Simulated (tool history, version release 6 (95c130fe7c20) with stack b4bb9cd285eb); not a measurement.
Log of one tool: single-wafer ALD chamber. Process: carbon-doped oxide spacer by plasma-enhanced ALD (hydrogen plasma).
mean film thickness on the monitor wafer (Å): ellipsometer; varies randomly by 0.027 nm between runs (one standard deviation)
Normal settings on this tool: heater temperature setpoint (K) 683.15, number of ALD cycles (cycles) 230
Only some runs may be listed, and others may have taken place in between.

| run | hour | heater temperature setpoint (K) | number of ALD cycles (cycles) | wafers since the last listed run | hours since the last thermocouple change | hours since the gauge calibration | read-back reference wafer on the same gauge, thickness_nm | mean film thickness on the monitor wafer (Å) |
|---|---|---|---|---|---|---|---|---|
| 1 | 0.0 | 694.15 | 258 | 0 | 1713.8 | 81.6 | 10.297 | 116.60 |
| 2 | 15.0 | 694.15 | 258 | 17 | 1728.8 | 96.6 | 10.290 | 116.64 |
| 3 | 30.8 | 683.15 | 230 | 18 | 1744.6 | 112.4 | 10.301 | 108.01 |
| 4 | 39.3 | 683.15 | 230 | 9 | 1753.1 | 120.9 | 10.297 | 108.14 |
| 5 | 53.7 | 683.15 | 230 | 16 | 1767.5 | 135.3 | 10.303 | 107.63 |
| 6 | 69.4 | 683.15 | 230 | 18 | 1783.2 | 151.0 | 10.305 | 107.72 |
| 7 | 79.8 | 687.15 | 230 | 11 | 1793.6 | 161.4 | 10.291 | 107.07 |
| 8 | 87.7 | 679.15 | 245 | 9 | 1801.5 | 169.3 | 10.297 | 116.58 |
| 9 | 94.4 | 683.15 | 230 | 7 | 1808.2 | 176.0 | 10.303 | 108.38 |
| 10 | 101.6 | 683.15 | 230 | 8 | 1815.4 | 183.2 | 10.308 | 108.13 |
| 11 | 118.9 | 683.15 | 230 | 19 | 1832.7 | 200.5 | 10.291 | 108.63 |
|  | 133.7 | thermocouple changed; heater temperature recalibrated |
| 12 | 136.5 | 683.15 | 230 | 11 | 2.8 | 218.1 | 10.299 | 108.45 |
| 13 | 154.0 | 683.15 | 230 | 20 | 20.3 | 235.6 | 10.301 | 108.00 |
| 14 | 171.3 | 683.15 | 230 | 19 | 37.6 | 252.9 | 10.298 | 108.14 |
| 15 | 184.7 | 683.15 | 230 | 15 | 51.0 | 266.3 | 10.293 | 108.32 |
| 16 | 192.2 | 683.15 | 250 | 8 | 58.5 | 273.8 | 10.300 | 117.74 |
| 17 | 199.8 | 674.15 | 258 | 8 | 66.1 | 281.4 | 10.304 | 125.18 |
| 18 | 211.4 | 671.15 | 230 | 13 | 77.7 | 293.0 | 10.303 | 111.41 |
|  | 236.2 | gauge calibrated |
| 19 | 261.8 | 675.15 | 246 | 57 | 128.1 | 25.6 | 10.303 | 118.91 |
| 20 | 280.3 | 694.15 | 186 | 21 | 146.6 | 44.1 | 10.295 | 84.22 |
| 21 | 319.2 | 687.15 | 230 | 44 | 185.5 | 83.0 | 10.309 | 106.26 |
| 22 | 328.4 | 693.15 | 263 | 10 | 194.7 | 92.2 | 10.299 | 119.66 |
| 23 | 341.6 | 668.15 | 211 | 15 | 207.9 | 105.4 | 10.299 | 102.57 |
| 24 | 352.8 | 689.15 | 216 | 12 | 219.1 | 116.6 | 10.294 | 99.28 |
| 25 | 359.6 | 677.15 | 274 | 7 | 225.9 | 123.4 | 10.289 | 131.74 |
| 26 | 372.0 | 683.15 | 230 | 14 | 238.3 | 135.8 | 10.300 | 107.94 |
| 27 | 389.2 | 692.15 | 215 | 19 | 255.5 | 153.0 | 10.300 | 98.19 |
| 28 | 407.1 | 674.15 | 251 | 20 | 273.4 | 170.9 | 10.295 | 121.41 |
| 29 | 424.2 | 690.15 | 273 | 19 | 290.5 | 188.0 | 10.294 | 125.27 |

What if the next run were any one of these 3? Each begins from the tool's condition after run 29:
| A | 425.0 | 683.15 | 230 | 0 | 291.3 | 188.8 | ? | ? |
| B | 425.0 | 676.15 | 198 | 0 | 291.3 | 188.8 | ? | ? |
| C | 425.0 | 671.15 | 266 | 0 | 291.3 | 188.8 | ? | ? |

| run | read-back reference wafer on the same gauge, thickness_nm | mean film thickness on the monitor wafer (Å) |
|---|---|---|
| A | 10.303 | 108.33 |
| B | 10.303 | 95.48 |
| C | 10.303 | 129.16 |
The same runs, with their run-to-run variation unchanged, on a tool lacking any hidden condition would have given:
| run | mean film thickness on the monitor wafer (Å) |
|---|---|
| A | 108.33 |
| B | 95.48 |
| C | 129.16 |
